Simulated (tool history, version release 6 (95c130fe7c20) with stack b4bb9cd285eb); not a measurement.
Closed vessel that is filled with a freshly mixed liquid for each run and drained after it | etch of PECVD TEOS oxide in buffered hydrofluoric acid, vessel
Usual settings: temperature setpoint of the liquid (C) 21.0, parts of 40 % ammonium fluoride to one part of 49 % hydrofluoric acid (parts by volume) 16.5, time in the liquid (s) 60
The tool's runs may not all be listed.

| run | day | temperature setpoint of the liquid (C) | parts of 40 % ammonium fluoride to one part of 49 % hydrofluoric acid (parts by volume) | time in the liquid (s) | wafers since the last listed run | hours since the thermometer was replaced | hours since the hydrofluoric acid flow meter was replaced | hours since the gauge calibration | read-back film thickness of the PECVD TEOS oxide reference wafer, read on the same gauge (nm) | thickness taken off the PECVD TEOS oxide on a monitor wafer (nm) |
|---|---|---|---|---|---|---|---|---|---|---|
| 1 | 0.000 | 21.0 | 16.5 | 60 | 0 | 2852.0 | 349.6 | 303.7 | 40.02 | 57.57 |
| 2 | 2.925 | 21.0 | 16.5 | 60 | 8055 | 2922.2 | 419.8 | 373.9 | 40.04 | 57.47 |
| 3 | 4.100 | 21.0 | 16.5 | 60 | 3236 | 2950.4 | 448.0 | 402.1 | 40.02 | 57.61 |
|  | 5.104 | gauge calibrated |
| 4 | 6.817 | 21.0 | 16.5 | 60 | 7482 | 3015.6 | 513.2 | 41.1 | 40.01 | 57.91 |
| 5 | 7.971 | 21.0 | 16.5 | 60 | 3178 | 3043.3 | 540.9 | 68.8 | 40.00 | 57.77 |
| 6 | 10.746 | 21.0 | 16.5 | 60 | 7642 | 3109.9 | 607.5 | 135.4 | 40.04 | 58.57 |
| 7 | 12.183 | 21.0 | 16.5 | 60 | 3959 | 3144.4 | 642.0 | 169.9 | 40.01 | 58.15 |
|  | 13.329 | hydrofluoric acid flow meter replaced |
| 8 | 14.738 | 21.0 | 16.5 | 60 | 6919 | 3205.7 | 33.8 | 231.2 | 40.00 | 54.63 |
|  | 17.592 | thermometer replaced |
| 9 | 17.638 | 21.0 | 20.5 | 70 | 7872 | 1.1 | 103.4 | 300.8 | 40.00 | 60.08 |
| 10 | 18.908 | 21.0 | 16.5 | 60 | 3500 | 31.6 | 133.9 | 331.3 | 39.96 | 64.65 |
| 11 | 21.058 | 25.5 | 16.5 | 35 | 5921 | 83.2 | 185.5 | 382.9 | 40.00 | 48.79 |
| 12 | 22.692 | 21.0 | 10.5 | 60 | 4498 | 122.4 | 224.7 | 422.1 | 40.03 | 101.75 |
|  | 22.762 | gauge calibrated |
| 13 | 25.379 | 21.0 | 10.5 | 85 | 7401 | 186.9 | 289.2 | 62.8 | 39.99 | 143.66 |
| 14 | 26.425 | 21.0 | 13.0 | 45 | 2880 | 212.0 | 314.3 | 87.9 | 39.99 | 61.42 |
| 15 | 28.362 | 24.5 | 13.5 | 85 | 5336 | 258.5 | 360.8 | 134.4 | 40.03 | 137.67 |
| 16 | 29.671 | 21.0 | 13.0 | 60 | 3603 | 289.9 | 392.2 | 165.8 | 40.01 | 82.83 |

Measured less the same run without the tool's hidden state. The same run-to-run variation is in both; the gauge's scatter may not be:
The hidden state here: liquid colder than its thermometer reads (K); hydrofluoric acid flow above the setpoint (%); gauge reads high (%).
| run | thickness taken off the PECVD TEOS oxide on a monitor wafer (nm) |
|---|---|
| 1 | -6.46 |
| 2 | -6.24 |
| 3 | -6.18 |
| 4 | -6.04 |
| 5 | -5.93 |
| 6 | -5.82 |
| 7 | -5.69 |
| 8 | -8.81 |
| 9 | +0.15 |
| 10 | +0.57 |
| 11 | +0.59 |
| 12 | +1.32 |
| 13 | +2.34 |
| 14 | +1.06 |
| 15 | +2.74 |
| 16 | +1.76 |

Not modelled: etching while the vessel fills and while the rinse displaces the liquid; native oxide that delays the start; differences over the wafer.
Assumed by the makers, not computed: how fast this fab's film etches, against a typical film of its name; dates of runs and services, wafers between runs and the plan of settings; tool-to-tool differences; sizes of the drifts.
